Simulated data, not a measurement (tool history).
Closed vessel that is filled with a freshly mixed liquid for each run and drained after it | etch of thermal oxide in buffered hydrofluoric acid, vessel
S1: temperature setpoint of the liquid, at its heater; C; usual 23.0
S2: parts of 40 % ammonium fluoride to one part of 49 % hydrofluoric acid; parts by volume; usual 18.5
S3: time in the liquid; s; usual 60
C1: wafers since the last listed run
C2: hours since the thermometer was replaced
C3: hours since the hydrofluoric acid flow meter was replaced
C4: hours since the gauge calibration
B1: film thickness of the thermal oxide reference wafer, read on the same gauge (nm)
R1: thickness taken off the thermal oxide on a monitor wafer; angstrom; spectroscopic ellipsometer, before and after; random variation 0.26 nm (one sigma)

run	day	S1	S2	S3	C1	C2	C3	C4	B1	R1
1	0.000	23.0	18.5	60	0	9.4	509.4	180.3	100.00	359.3
2	2.012	23.0	18.5	60	6319	57.7	557.7	228.6	99.98	356.6
3	3.975	19.5	18.5	60	6162	104.8	604.8	275.7	100.00	300.5
4	8.029	19.5	18.5	60	12731	202.1	702.1	373.0	100.00	295.9
5	12.167	23.0	20.0	40	12993	301.4	801.4	472.3	100.01	224.4
6	15.950	23.0	20.0	40	11881	392.2	892.2	563.1	99.99	227.6
7	18.421	23.0	20.0	40	7759	451.5	951.5	622.4	99.99	225.1
8	20.746	23.0	16.5	60	7301	507.3	1007.3	678.2	100.00	409.1
# day 22.671: thermometer replaced
9	23.292	23.0	16.5	60	7863	14.9	1068.4	739.3	100.01	405.6
10	25.154	23.0	18.5	60	5848	59.6	1113.1	784.0	100.00	371.9
11	27.992	23.0	18.5	75	8910	127.7	1181.2	852.1	100.00	461.1
12	30.412	26.5	12.5	40	7602	185.8	1239.3	910.2	99.99	439.3
13	34.133	24.5	21.5	80	11684	275.1	1328.6	999.5	99.95	462.9
# day 36.158: gauge calibrated
14	37.904	21.5	25.5	45	11841	365.6	1419.1	41.9	100.02	195.8
# day 41.342: thermometer replaced
15	42.033	20.0	18.5	85	12836	16.6	1518.2	141.0	99.99	444.4
16	46.138	23.0	18.5	60	12888	115.1	1616.7	239.5	100.01	376.5
# day 47.267: hydrofluoric acid flow meter replaced
17	59.262	23.0	20.0	40	41086	430.1	287.9	554.5	100.00	218.8
18	61.533	23.0	20.0	40	7131	484.6	342.4	609.0	100.03	220.7
# day 63.467: thermometer replaced
19	64.129	23.0	13.5	30	8021	15.9	404.7	671.3	99.98	243.9
20	65.633	25.5	14.0	40	4723	52.0	440.8	707.4	100.00	362.4
21	67.179	19.0	18.5	60	4854	89.1	477.9	744.5	99.99	290.9

Forecast each of these 3 alternatives for the next run:
A	67.208	23.0	18.5	50	91	89.8	478.6	745.2	?	?
B	67.208	27.5	12.0	30	91	89.8	478.6	745.2	?	?
C	67.208	23.0	14.0	30	91	89.8	478.6	745.2	?	?

run	B1	R1
A	100.01	305.9
B	100.01	358.1
C	100.01	241.4
Without the tool's hidden state the same runs would have given:
run	R1
A	292.3
B	342.4
C	230.8

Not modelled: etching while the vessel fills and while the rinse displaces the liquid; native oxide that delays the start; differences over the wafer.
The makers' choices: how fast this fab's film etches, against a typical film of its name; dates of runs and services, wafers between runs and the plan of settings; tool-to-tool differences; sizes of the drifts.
